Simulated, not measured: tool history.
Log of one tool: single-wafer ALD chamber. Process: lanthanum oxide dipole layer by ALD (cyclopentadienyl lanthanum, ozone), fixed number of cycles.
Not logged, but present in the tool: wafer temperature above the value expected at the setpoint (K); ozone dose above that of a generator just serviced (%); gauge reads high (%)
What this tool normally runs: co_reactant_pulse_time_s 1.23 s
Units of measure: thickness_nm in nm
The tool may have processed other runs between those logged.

run	day	co_reactant_pulse_time_s	wafers since the last listed run	hours since the last thermocouple change	hours since the last ozone generator service	hours since the showerhead was replaced	hours since the gauge calibration	read-back reference wafer on the same gauge, thickness_nm	thickness_nm
1	0	1.23	0	756.5	1358.4	6828	437.2	0.486	0.454
2	0.579	1.23	241	770.4	1372.3	6841.9	451.1	0.486	0.455
3	1.646	1.23	445	796	1397.9	6867.5	476.7	0.486	0.454
# day 1.85: gauge calibrated
4	2.329	1.23	285	812.4	1414.3	6883.9	11.5	0.486	0.453
5	3.596	1.23	529	842.8	1444.7	6914.3	41.9	0.486	0.456
6	4.604	1.23	421	867	1468.9	6938.5	66.1	0.486	0.454
7	6.6	1.04	833	914.9	1516.8	6986.4	114	0.486	0.425
8	7.971	1.04	572	947.8	1549.7	7019.3	146.9	0.486	0.427
9	8.858	1.23	370	969.1	1571	7040.6	168.2	0.486	0.451
10	9.992	1.23	473	996.3	1598.2	7067.8	195.4	0.486	0.452
11	10.538	1.23	227	1009.4	1611.3	7080.9	208.5	0.486	0.451
# day 11.783: showerhead replaced
12	11.804	1.23	389	1039.8	1641.7	0.5	238.9	0.486	0.449
13	12.658	1.23	356	1060.3	1662.2	21	259.4	0.487	0.45
14	13.9	1.23	518	1090.1	1692	50.8	289.2	0.486	0.451
15	17.992	1.23	1709	1188.3	1790.2	149	387.4	0.486	0.451
16	18.708	1.6	299	1205.5	1807.4	166.2	404.6	0.486	0.485
17	19.542	1.23	348	1225.5	1827.4	186.2	424.6	0.486	0.45
18	20.579	1.52	433	1250.4	1852.3	211.1	449.5	0.486	0.478
# day 22.483: ozone generator serviced
19	24.312	0.99	1420	1340	43.9	300.7	539.1	0.486	0.454
# day 24.533: gauge calibrated
20	26.496	1.23	911	1392.4	96.3	353.1	47.1	0.486	0.48
21	27.012	1.23	215	1404.8	108.7	365.5	59.5	0.486	0.482
22	27.671	1.37	274	1420.6	124.5	381.3	75.3	0.486	0.492
# day 28.333: thermocouple changed; heater temperature recalibrated
23	28.354	1.51	146	0.5	140.9	397.7	91.7	0.486	0.502
24	29.142	1.01	328	19.4	159.8	416.6	110.6	0.486	0.451
25	30.442	1.1	543	50.6	191	447.8	141.8	0.486	0.462
26	31.088	1.46	269	66.1	206.5	463.3	157.3	0.486	0.494
27	31.892	1.42	335	85.4	225.8	482.6	176.6	0.486	0.492
28	33.1	1.23	504	114.4	254.8	511.6	205.6	0.486	0.477
29	34.479	0.83	576	147.5	287.9	544.7	238.7	0.486	0.415
30	35.562	1.23	452	173.5	313.9	570.7	264.7	0.486	0.474
31	38.142	1.39	1077	235.4	375.8	632.6	326.6	0.486	0.486

For each run, what was the tool's unlogged condition?
wafer temperature above the value expected at the setpoint (K): 0 in every run
gauge reads high (%): 0 in every run
H1: ozone dose above that of a generator just serviced (%)
run	H1
1	-23
2	-23
3	-23.1
4	-23.2
5	-23.3
6	-23.4
7	-23.6
8	-23.7
9	-23.8
10	-23.8
11	-23.9
12	-24
13	-24
14	-24.1
15	-24.3
16	-24.4
17	-24.4
18	-24.5
19	-3.69
20	-5.43
21	-5.82
22	-6.31
23	-6.81
24	-7.36
25	-8.24
26	-8.66
27	-9.17
28	-9.91
29	-10.7
30	-11.3
31	-12.7
